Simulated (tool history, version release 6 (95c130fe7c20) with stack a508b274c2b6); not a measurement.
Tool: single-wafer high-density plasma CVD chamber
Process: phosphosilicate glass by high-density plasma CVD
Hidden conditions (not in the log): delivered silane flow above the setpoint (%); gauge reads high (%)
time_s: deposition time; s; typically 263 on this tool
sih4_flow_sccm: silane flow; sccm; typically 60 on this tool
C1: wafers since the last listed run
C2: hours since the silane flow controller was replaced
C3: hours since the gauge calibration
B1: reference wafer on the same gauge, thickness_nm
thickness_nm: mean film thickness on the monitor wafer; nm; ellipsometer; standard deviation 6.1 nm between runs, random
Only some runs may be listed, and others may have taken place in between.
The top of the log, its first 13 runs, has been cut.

{"hour": 956.8, "done": "silane flow controller replaced"}
{"run": 14, "hour": 1029.4, "time_s": 263, "sih4_flow_sccm": 53, "C1": 391, "C2": 72.6, "C3": 2123.2, "B1": 1420.591, "thickness_nm": 1431.545}
{"run": 15, "hour": 1079.7, "time_s": 263, "sih4_flow_sccm": 60, "C1": 258, "C2": 122.9, "C3": 2173.5, "B1": 1420.193, "thickness_nm": 1592.328}
{"run": 16, "hour": 1155.5, "time_s": 263, "sih4_flow_sccm": 60, "C1": 390, "C2": 198.7, "C3": 2249.3, "B1": 1418.82, "thickness_nm": 1601.346}
{"run": 17, "hour": 1229.1, "time_s": 263, "sih4_flow_sccm": 60, "C1": 378, "C2": 272.3, "C3": 2322.9, "B1": 1419.314, "thickness_nm": 1593.881}
{"run": 18, "hour": 1322.1, "time_s": 242, "sih4_flow_sccm": 64, "C1": 478, "C2": 365.3, "C3": 2415.9, "B1": 1421.269, "thickness_nm": 1566.915}
{"run": 19, "hour": 1362.1, "time_s": 314, "sih4_flow_sccm": 60, "C1": 205, "C2": 405.3, "C3": 2455.9, "B1": 1419.931, "thickness_nm": 1911.703}
{"hour": 1387.9, "done": "gauge calibrated"}
{"run": 20, "hour": 1465.0, "time_s": 306, "sih4_flow_sccm": 69, "C1": 529, "C2": 508.2, "C3": 77.1, "B1": 1420.479, "thickness_nm": 2102.739}
{"run": 21, "hour": 1544.1, "time_s": 280, "sih4_flow_sccm": 60, "C1": 407, "C2": 587.3, "C3": 156.2, "B1": 1420.636, "thickness_nm": 1696.001}
{"run": 22, "hour": 1611.0, "time_s": 244, "sih4_flow_sccm": 51, "C1": 344, "C2": 654.2, "C3": 223.1, "B1": 1418.258, "thickness_nm": 1259.29}
{"run": 23, "hour": 1717.0, "time_s": 243, "sih4_flow_sccm": 48, "C1": 545, "C2": 760.2, "C3": 329.1, "B1": 1418.756, "thickness_nm": 1187.623}
{"run": 24, "hour": 1804.1, "time_s": 263, "sih4_flow_sccm": 60, "C1": 448, "C2": 847.3, "C3": 416.2, "B1": 1420.73, "thickness_nm": 1579.534}
{"run": 25, "hour": 1856.5, "time_s": 225, "sih4_flow_sccm": 67, "C1": 269, "C2": 899.7, "C3": 468.6, "B1": 1419.261, "thickness_nm": 1495.299}
{"run": 26, "hour": 1922.8, "time_s": 299, "sih4_flow_sccm": 48, "C1": 341, "C2": 966, "C3": 534.9, "B1": 1420.075, "thickness_nm": 1456.701}
{"run": 27, "hour": 1991.2, "time_s": 263, "sih4_flow_sccm": 60, "C1": 352, "C2": 1034.4, "C3": 603.3, "B1": 1419.6, "thickness_nm": 1572.446}
{"run": 28, "hour": 2088.7, "time_s": 263, "sih4_flow_sccm": 60, "C1": 501, "C2": 1131.9, "C3": 700.8, "B1": 1420.436, "thickness_nm": 1579.283}
{"run": 29, "hour": 2167.9, "time_s": 314, "sih4_flow_sccm": 72, "C1": 407, "C2": 1211.1, "C3": 780, "B1": 1420.137, "thickness_nm": 2231.754}
{"run": 30, "hour": 2250.8, "time_s": 263, "sih4_flow_sccm": 71, "C1": 426, "C2": 1294, "C3": 862.9, "B1": 1420.215, "thickness_nm": 1857.856}
{"run": 31, "hour": 2319.2, "time_s": 218, "sih4_flow_sccm": 51, "C1": 352, "C2": 1362.4, "C3": 931.3, "B1": 1419.053, "thickness_nm": 1115.735}
{"run": 32, "hour": 2369.3, "time_s": 263, "sih4_flow_sccm": 60, "C1": 257, "C2": 1412.5, "C3": 981.4, "B1": 1419.347, "thickness_nm": 1568.206}

Branching from run 32: 5 alternative next runs. What would each branch give?
{"run": "A", "hour": 2369.8, "time_s": 263, "sih4_flow_sccm": 67, "C1": 2, "C2": 1413, "C3": 981.9, "B1": "?", "thickness_nm": "?"}
{"run": "B", "hour": 2369.8, "time_s": 301, "sih4_flow_sccm": 53, "C1": 2, "C2": 1413, "C3": 981.9, "B1": "?", "thickness_nm": "?"}
{"run": "C", "hour": 2369.8, "time_s": 231, "sih4_flow_sccm": 57, "C1": 2, "C2": 1413, "C3": 981.9, "B1": "?", "thickness_nm": "?"}
{"run": "D", "hour": 2369.8, "time_s": 237, "sih4_flow_sccm": 50, "C1": 2, "C2": 1413, "C3": 981.9, "B1": "?", "thickness_nm": "?"}
{"run": "E", "hour": 2369.8, "time_s": 285, "sih4_flow_sccm": 65, "C1": 2, "C2": 1413, "C3": 981.9, "B1": "?", "thickness_nm": "?"}

run=A B1=1418.861 thickness_nm=1736.643
run=B B1=1418.861 thickness_nm=1596.465
run=C B1=1418.861 thickness_nm=1310.95
run=D B1=1418.861 thickness_nm=1191.029
run=E B1=1418.861 thickness_nm=1829.012
Without the tool's hidden state the same runs would have given:
run=A thickness_nm=1778.49
run=B thickness_nm=1634.934
run=C thickness_nm=1342.539
run=D thickness_nm=1219.729
run=E thickness_nm=1873.085
